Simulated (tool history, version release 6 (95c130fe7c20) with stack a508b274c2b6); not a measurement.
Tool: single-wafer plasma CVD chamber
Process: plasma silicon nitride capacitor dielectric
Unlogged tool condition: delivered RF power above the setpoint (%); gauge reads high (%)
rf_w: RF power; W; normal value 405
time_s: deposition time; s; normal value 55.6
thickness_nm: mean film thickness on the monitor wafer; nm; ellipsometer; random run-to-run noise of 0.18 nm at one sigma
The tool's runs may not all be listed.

run	hour	rf_w	time_s	wafers since the last listed run	hours since the last RF generator calibration	hours since the showerhead was replaced	hours since the gauge calibration	read-back reference wafer on the same gauge, thickness_nm	thickness_nm
1	0	405	55.6	0	1496.9	4383.7	349.3	81.772	74.053
2	39.9	405	55.6	646	1536.8	4423.6	389.2	81.764	74.065
3	99.3	405	55.6	961	1596.2	4483	448.6	81.726	73.827
4	137.9	460	58.8	625	1634.8	4521.6	487.2	81.68	83.282
5	170.8	460	58.8	532	1667.7	4554.5	520.1	81.654	83.584
6	220	405	55.6	796	1716.9	4603.7	569.3	81.575	73.916
7	291.3	365	55.6	1154	1788.2	4675	640.6	81.554	70.1
8	362.3	365	55.6	1149	1859.2	4746	711.6	81.462	69.785
9	399.3	405	49.6	599	1896.2	4783	748.6	81.396	65.815
10	430.4	405	49.6	503	1927.3	4814.1	779.7	81.432	65.691
# hour 479.1: RF generator calibrated
11	479.6	405	49.6	667	0.5	4863.3	828.9	81.304	65.497
12	547.9	405	55.6	1105	68.8	4931.6	897.2	81.245	73.679
13	585.7	405	55.6	612	106.6	4969.4	935	81.273	73.493
14	642	405	44.9	911	162.9	5025.7	991.3	81.216	59.636
15	696.4	405	55.6	880	217.3	5080.1	1045.7	81.154	73.335
16	738.1	425	63	675	259	5121.8	1087.4	81.107	85.302
# hour 756.5: gauge calibrated
17	765.9	465	45.9	450	286.8	5149.6	9.4	81.96	65.403
18	790.6	405	55.6	399	311.5	5174.3	34.1	81.987	74.058
19	816.2	405	62.3	414	337.1	5199.9	59.7	81.994	83.011
# hour 845.4: showerhead replaced
20	845.9	425	50.4	351	366.8	0.5	89.4	81.854	68.83
21	895.2	405	55.6	798	416.1	49.8	138.7	81.886	74.033
22	957.3	445	58.8	1005	478.2	111.9	200.8	81.819	82.153
23	1017.6	405	55.6	976	538.5	172.2	261.1	81.779	73.967
24	1072.3	335	60.1	885	593.2	226.9	315.8	81.698	72.458
25	1127.7	345	45.7	897	648.6	282.3	371.2	81.688	55.871

Forecast run 26:
26	1186.4	405	49.6	950	707.3	341	429.9	?	?

Run 26 came out at read-back reference wafer on the same gauge, thickness_nm 81.651, thickness_nm 65.961 nm.
With the hidden condition absent and the run-to-run variation left alone, this run would have shown thickness_nm 66.429 nm.
